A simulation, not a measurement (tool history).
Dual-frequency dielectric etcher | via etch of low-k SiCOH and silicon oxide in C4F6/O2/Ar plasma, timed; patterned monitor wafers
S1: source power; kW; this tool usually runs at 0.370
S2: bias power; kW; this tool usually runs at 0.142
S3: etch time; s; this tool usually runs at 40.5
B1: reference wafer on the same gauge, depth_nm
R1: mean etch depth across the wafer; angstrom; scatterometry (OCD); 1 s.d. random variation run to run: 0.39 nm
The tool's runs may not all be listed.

run,hour,S1,S2,S3,B1,R1
1,0.0,0.370,0.114,40.5,105.7,854
2,40.5,0.370,0.114,40.5,105.7,857
3,106.8,0.370,0.114,40.5,105.8,860
4,134.1,0.370,0.142,40.5,105.7,951
5,205.4,0.370,0.142,40.5,105.9,943
6,262.9,0.370,0.142,40.5,105.8,940
7,326.4,0.370,0.161,40.5,105.7,997
8,361.9,0.370,0.142,40.5,105.8,945
9,423.5,0.370,0.142,40.5,105.6,949
10,458.0,0.370,0.142,40.5,105.9,951
11,517.0,0.370,0.165,40.5,105.8,1015
12,535.8,0.370,0.142,31.0,105.6,721
13,584.6,0.370,0.142,31.0,105.7,728
14,611.9,0.370,0.122,40.5,105.9,885
15,638.5,0.370,0.122,40.5,105.7,887
16,751.1,0.370,0.159,40.5,105.7,993
17,798.7,0.450,0.177,47.5,105.6,1343
18,839.0,0.370,0.177,40.5,105.7,1040
19,884.6,0.290,0.168,51.5,105.9,1129
20,913.6,0.370,0.142,40.5,105.8,947
21,946.0,0.370,0.142,40.5,105.8,952
22,1011.2,0.370,0.142,40.5,105.7,946
23,1045.7,0.410,0.177,40.5,105.7,1099
24,1113.2,0.370,0.142,40.5,105.9,950
25,1155.4,0.420,0.121,49.0,105.6,1148
26,1225.2,0.390,0.128,46.5,105.7,1069
27,1295.9,0.450,0.142,40.5,105.8,1052
28,1350.6,0.420,0.159,47.5,105.8,1246
29,1386.7,0.300,0.142,34.5,105.9,717
30,1423.6,0.320,0.155,40.5,105.9,909

Not shown here: 6 entries made in the log between runs. Locate each between two listed runs and compare the hidden state at the listed run before it with the hidden state at the listed run after it:
Run 9 -> run 10: source power generator calibrated (hour 450.9)
  no hidden state differs between the two runs
Run 10 -> run 11: wet clean of the chamber (hour 495.7); upper electrode replaced (hour 516.5)
  no hidden state differs between the two runs
Run 12 -> run 13: gauge calibrated (hour 537.3)
  no hidden state differs between the two runs
Run 15 -> run 16: bias power generator calibrated (hour 739.0)
  no hidden state differs between the two runs
Run 23 -> run 24: wet clean of the chamber (hour 1078.1)
  no hidden state differs between the two runs
